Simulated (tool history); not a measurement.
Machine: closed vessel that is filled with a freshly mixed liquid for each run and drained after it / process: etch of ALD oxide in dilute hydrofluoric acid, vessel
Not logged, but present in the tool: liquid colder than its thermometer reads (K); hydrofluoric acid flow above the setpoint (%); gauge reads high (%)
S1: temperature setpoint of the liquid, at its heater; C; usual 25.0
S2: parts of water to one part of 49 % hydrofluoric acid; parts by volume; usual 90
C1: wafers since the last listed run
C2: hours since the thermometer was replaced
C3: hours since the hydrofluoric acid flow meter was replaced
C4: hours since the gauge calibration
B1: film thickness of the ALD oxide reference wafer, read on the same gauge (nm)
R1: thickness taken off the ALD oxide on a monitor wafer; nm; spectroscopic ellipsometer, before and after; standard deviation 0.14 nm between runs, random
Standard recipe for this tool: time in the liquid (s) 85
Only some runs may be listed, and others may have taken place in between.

{"run": 1, "hour": 0.0, "S1": 25.0, "S2": 90, "time in the liquid (s)": 85, "C1": 0, "C2": 409.5, "C3": 546.1, "C4": 1311.9, "B1": 80.01, "R1": 13.58}
{"hour": 53.0, "done": "thermometer replaced"}
{"run": 2, "hour": 73.7, "S1": 25.0, "S2": 90, "time in the liquid (s)": 85, "C1": 4934, "C2": 20.7, "C3": 619.8, "C4": 1385.6, "B1": 80.0, "R1": 13.94}
{"run": 3, "hour": 111.9, "S1": 25.0, "S2": 90, "time in the liquid (s)": 85, "C1": 2592, "C2": 58.9, "C3": 658.0, "C4": 1423.8, "B1": 80.0, "R1": 13.96}
{"hour": 175.6, "done": "hydrofluoric acid flow meter replaced"}
{"run": 4, "hour": 215.3, "S1": 25.0, "S2": 90, "time in the liquid (s)": 85, "C1": 6949, "C2": 162.3, "C3": 39.7, "C4": 1527.2, "B1": 80.0, "R1": 13.91}
{"run": 5, "hour": 255.7, "S1": 25.0, "S2": 90, "time in the liquid (s)": 85, "C1": 2741, "C2": 202.7, "C3": 80.1, "C4": 1567.6, "B1": 80.0, "R1": 13.89}
{"run": 6, "hour": 363.3, "S1": 25.0, "S2": 90, "time in the liquid (s)": 85, "C1": 7302, "C2": 310.3, "C3": 187.7, "C4": 1675.2, "B1": 79.99, "R1": 13.67}
{"run": 7, "hour": 469.2, "S1": 25.0, "S2": 90, "time in the liquid (s)": 85, "C1": 7187, "C2": 416.2, "C3": 293.6, "C4": 1781.1, "B1": 79.98, "R1": 13.7}
{"hour": 561.8, "done": "thermometer replaced"}
{"run": 8, "hour": 562.8, "S1": 25.0, "S2": 90, "time in the liquid (s)": 85, "C1": 6284, "C2": 1.0, "C3": 387.2, "C4": 1874.7, "B1": 80.01, "R1": 13.06}
{"run": 9, "hour": 603.5, "S1": 25.0, "S2": 90, "time in the liquid (s)": 115, "C1": 2762, "C2": 41.7, "C3": 427.9, "C4": 1915.4, "B1": 80.0, "R1": 17.91}
{"run": 10, "hour": 699.3, "S1": 25.0, "S2": 90, "time in the liquid (s)": 115, "C1": 6501, "C2": 137.5, "C3": 523.7, "C4": 2011.2, "B1": 79.99, "R1": 18.08}
{"run": 11, "hour": 783.2, "S1": 25.0, "S2": 100, "time in the liquid (s)": 85, "C1": 5694, "C2": 221.4, "C3": 607.6, "C4": 2095.1, "B1": 79.98, "R1": 11.53}
{"run": 12, "hour": 841.4, "S1": 25.0, "S2": 90, "time in the liquid (s)": 85, "C1": 3949, "C2": 279.6, "C3": 665.8, "C4": 2153.3, "B1": 80.0, "R1": 12.88}
{"hour": 878.8, "done": "gauge calibrated"}
{"hour": 910.1, "done": "hydrofluoric acid flow meter replaced"}
{"hour": 920.7, "done": "thermometer replaced, repeated, since the last time left the tool worse"}
{"run": 13, "hour": 948.5, "S1": 25.0, "S2": 90, "time in the liquid (s)": 85, "C1": 7133, "C2": 27.8, "C3": 38.4, "C4": 69.7, "B1": 80.02, "R1": 14.02}
{"run": 14, "hour": 1036.7, "S1": 27.5, "S2": 90, "time in the liquid (s)": 120, "C1": 5986, "C2": 116.0, "C3": 126.6, "C4": 157.9, "B1": 79.96, "R1": 21.28}
{"run": 15, "hour": 1314.0, "S1": 25.0, "S2": 90, "time in the liquid (s)": 85, "C1": 18820, "C2": 393.3, "C3": 403.9, "C4": 435.2, "B1": 80.01, "R1": 13.68}
{"run": 16, "hour": 1352.5, "S1": 27.5, "S2": 65, "time in the liquid (s)": 110, "C1": 2612, "C2": 431.8, "C3": 442.4, "C4": 473.7, "B1": 79.99, "R1": 27.22}
{"run": 17, "hour": 1413.6, "S1": 27.0, "S2": 65, "time in the liquid (s)": 115, "C1": 4146, "C2": 492.9, "C3": 503.5, "C4": 534.8, "B1": 80.05, "R1": 28.33}
{"hour": 1417.5, "done": "thermometer replaced"}
{"run": 18, "hour": 1507.5, "S1": 25.0, "S2": 90, "time in the liquid (s)": 85, "C1": 6305, "C2": 90.0, "C3": 597.4, "C4": 628.7, "B1": 80.01, "R1": 13.89}
{"hour": 1542.4, "done": "hydrofluoric acid flow meter replaced"}
{"run": 19, "hour": 1547.5, "S1": 21.0, "S2": 90, "time in the liquid (s)": 100, "C1": 2646, "C2": 130.0, "C3": 5.1, "C4": 668.7, "B1": 79.99, "R1": 14.15}
{"run": 20, "hour": 1655.4, "S1": 25.0, "S2": 90, "time in the liquid (s)": 85, "C1": 7323, "C2": 237.9, "C3": 113.0, "C4": 776.6, "B1": 79.96, "R1": 13.82}
{"run": 21, "hour": 1756.8, "S1": 25.0, "S2": 90, "time in the liquid (s)": 125, "C1": 6881, "C2": 339.3, "C3": 214.4, "C4": 878.0, "B1": 79.96, "R1": 20.36}
{"run": 22, "hour": 1826.3, "S1": 25.0, "S2": 90, "time in the liquid (s)": 85, "C1": 4716, "C2": 408.8, "C3": 283.9, "C4": 947.5, "B1": 79.98, "R1": 13.61}
{"run": 23, "hour": 1901.0, "S1": 28.0, "S2": 90, "time in the liquid (s)": 85, "C1": 5069, "C2": 483.5, "C3": 358.6, "C4": 1022.2, "B1": 80.04, "R1": 15.09}
{"hour": 1946.7, "done": "thermometer replaced"}
{"run": 24, "hour": 2005.8, "S1": 21.0, "S2": 90, "time in the liquid (s)": 50, "C1": 7044, "C2": 59.1, "C3": 463.4, "C4": 1127.0, "B1": 80.0, "R1": 6.83}
{"run": 25, "hour": 2055.1, "S1": 25.0, "S2": 90, "time in the liquid (s)": 85, "C1": 3345, "C2": 108.4, "C3": 512.7, "C4": 1176.3, "B1": 79.97, "R1": 13.81}
{"hour": 2112.8, "done": "hydrofluoric acid flow meter replaced"}
{"run": 26, "hour": 2134.5, "S1": 26.5, "S2": 70, "time in the liquid (s)": 45, "C1": 5320, "C2": 187.8, "C3": 21.7, "C4": 1255.7, "B1": 79.98, "R1": 10.18}

Below are 3 alternative next runs, each starting from the tool's condition after run 26. Predict each:
{"run": "A", "hour": 2135.2, "S1": 25.0, "S2": 90, "time in the liquid (s)": 85, "C1": 47, "C2": 188.5, "C3": 22.4, "C4": 1256.4, "B1": "?", "R1": "?"}
{"run": "B", "hour": 2135.2, "S1": 25.0, "S2": 75, "time in the liquid (s)": 65, "C1": 47, "C2": 188.5, "C3": 22.4, "C4": 1256.4, "B1": "?", "R1": "?"}
{"run": "C", "hour": 2135.2, "S1": 20.0, "S2": 125, "time in the liquid (s)": 40, "C1": 47, "C2": 188.5, "C3": 22.4, "C4": 1256.4, "B1": "?", "R1": "?"}

run=A B1=80.03 R1=13.81
run=B B1=80.03 R1=12.92
run=C B1=80.03 R1=3.68
Take away the tool's hidden state, keep each run's random variation, and the runs would have read:
run=A R1=14.02
run=B R1=13.12
run=C R1=3.73

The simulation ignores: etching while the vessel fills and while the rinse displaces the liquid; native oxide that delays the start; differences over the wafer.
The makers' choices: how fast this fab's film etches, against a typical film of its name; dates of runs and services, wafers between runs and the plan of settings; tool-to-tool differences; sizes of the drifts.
